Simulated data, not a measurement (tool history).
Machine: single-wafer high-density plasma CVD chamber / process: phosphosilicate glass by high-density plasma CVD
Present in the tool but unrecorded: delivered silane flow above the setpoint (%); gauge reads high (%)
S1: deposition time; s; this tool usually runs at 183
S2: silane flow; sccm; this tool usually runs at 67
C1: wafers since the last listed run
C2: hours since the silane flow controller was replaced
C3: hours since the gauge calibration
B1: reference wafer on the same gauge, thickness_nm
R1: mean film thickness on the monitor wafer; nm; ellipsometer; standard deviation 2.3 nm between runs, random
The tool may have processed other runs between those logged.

Run 1, hour 0.0: usual settings; C1 0; C2 2303.6; C3 176.2; B1 1140.208. Result: R1 1205.756 nm.
Run 2, hour 6.0: usual settings; C1 74; C2 2309.6; C3 182.2; B1 1140.142. Result: R1 1207.814 nm.
Run 3, hour 14.6: usual settings; C1 107; C2 2318.2; C3 190.8; B1 1140.263. Result: R1 1205.578 nm.
Run 4, hour 26.3: usual settings but S2 73 sccm; C1 145; C2 2329.9; C3 202.5; B1 1139.780. Result: R1 1314.046 nm.
Run 5, hour 39.6: usual settings; C1 165; C2 2343.2; C3 215.8; B1 1140.020. Result: R1 1202.731 nm.
Run 6, hour 49.7: usual settings but S2 75 sccm; C1 126; C2 2353.3; C3 225.9; B1 1140.108. Result: R1 1348.236 nm.
Run 7, hour 60.6: usual settings but S2 75 sccm; C1 136; C2 2364.2; C3 236.8; B1 1140.049. Result: R1 1344.413 nm.
Run 8, hour 67.9: usual settings; C1 91; C2 2371.5; C3 244.1; B1 1141.143. Result: R1 1199.171 nm.
Run 9, hour 78.6: usual settings; C1 133; C2 2382.2; C3 254.8; B1 1141.098. Result: R1 1198.404 nm.
Run 10, hour 90.4: usual settings; C1 147; C2 2394.0; C3 266.6; B1 1139.405. Result: R1 1197.218 nm.
Run 11, hour 104.5: usual settings; C1 175; C2 2408.1; C3 280.7; B1 1139.789. Result: R1 1196.522 nm.
At hour 105.4: gauge calibrated.
At hour 126.2: silane flow controller replaced.
Run 12, hour 156.3: usual settings but S1 166 s; C1 546; C2 30.1; C3 50.9; B1 1140.069. Result: R1 1197.308 nm.
Run 13, hour 167.2: usual settings but S1 168 s, S2 74 sccm; C1 136; C2 41.0; C3 61.8; B1 1140.548. Result: R1 1327.954 nm.
Run 14, hour 182.9: usual settings; C1 195; C2 56.7; C3 77.5; B1 1139.674. Result: R1 1313.805 nm.
Run 15, hour 200.2: usual settings but S1 160 s, S2 79 sccm; C1 215; C2 74.0; C3 94.8; B1 1140.042. Result: R1 1353.937 nm.
Run 16, hour 214.7: usual settings but S1 196 s; C1 180; C2 88.5; C3 109.3; B1 1140.807. Result: R1 1407.422 nm.
Run 17, hour 221.3: usual settings but S1 160 s, S2 79 sccm; C1 82; C2 95.1; C3 115.9; B1 1140.227. Result: R1 1357.838 nm.
Run 18, hour 232.1: usual settings but S1 172 s, S2 76 sccm; C1 134; C2 105.9; C3 126.7; B1 1141.080. Result: R1 1408.466 nm.
Run 19, hour 248.3: usual settings; C1 202; C2 122.1; C3 142.9; B1 1140.082. Result: R1 1315.389 nm.
Run 20, hour 263.9: usual settings but S1 157 s; C1 194; C2 137.7; C3 158.5; B1 1139.996. Result: R1 1129.297 nm.
Run 21, hour 281.2: usual settings; C1 215; C2 155.0; C3 175.8; B1 1139.845. Result: R1 1317.677 nm.
Run 22, hour 291.3: usual settings but S1 149 s; C1 126; C2 165.1; C3 185.9; B1 1140.290. Result: R1 1068.664 nm.
Run 23, hour 298.6: usual settings but S1 193 s; C1 91; C2 172.4; C3 193.2; B1 1140.510. Result: R1 1388.675 nm.
Run 24, hour 311.1: usual settings but S1 158 s; C1 155; C2 184.9; C3 205.7; B1 1140.446. Result: R1 1134.473 nm.

Branching from run 24: 4 alternative next runs. What would each branch give?
Run A, hour 311.6: usual settings but S2 79 sccm; C1 6; C2 185.4; C3 206.2; B1 ?. Result: R1 ?.
Run B, hour 311.6: usual settings but S1 171 s, S2 79 sccm; C1 6; C2 185.4; C3 206.2; B1 ?. Result: R1 ?.
Run C, hour 311.6: usual settings but S1 210 s, S2 73 sccm; C1 6; C2 185.4; C3 206.2; B1 ?. Result: R1 ?.
Run D, hour 311.6: usual settings but S1 206 s, S2 56 sccm; C1 6; C2 185.4; C3 206.2; B1 ?. Result: R1 ?.

run        B1        R1
  A  1140.030  1549.492
  B  1140.030  1447.886
  C  1140.030  1643.059
  D  1140.030  1236.421
Stripped of hidden state, with their random variation kept, the same runs would have yielded:
run        R1
  A  1533.520
  B  1432.962
  C  1626.123
  D  1223.676
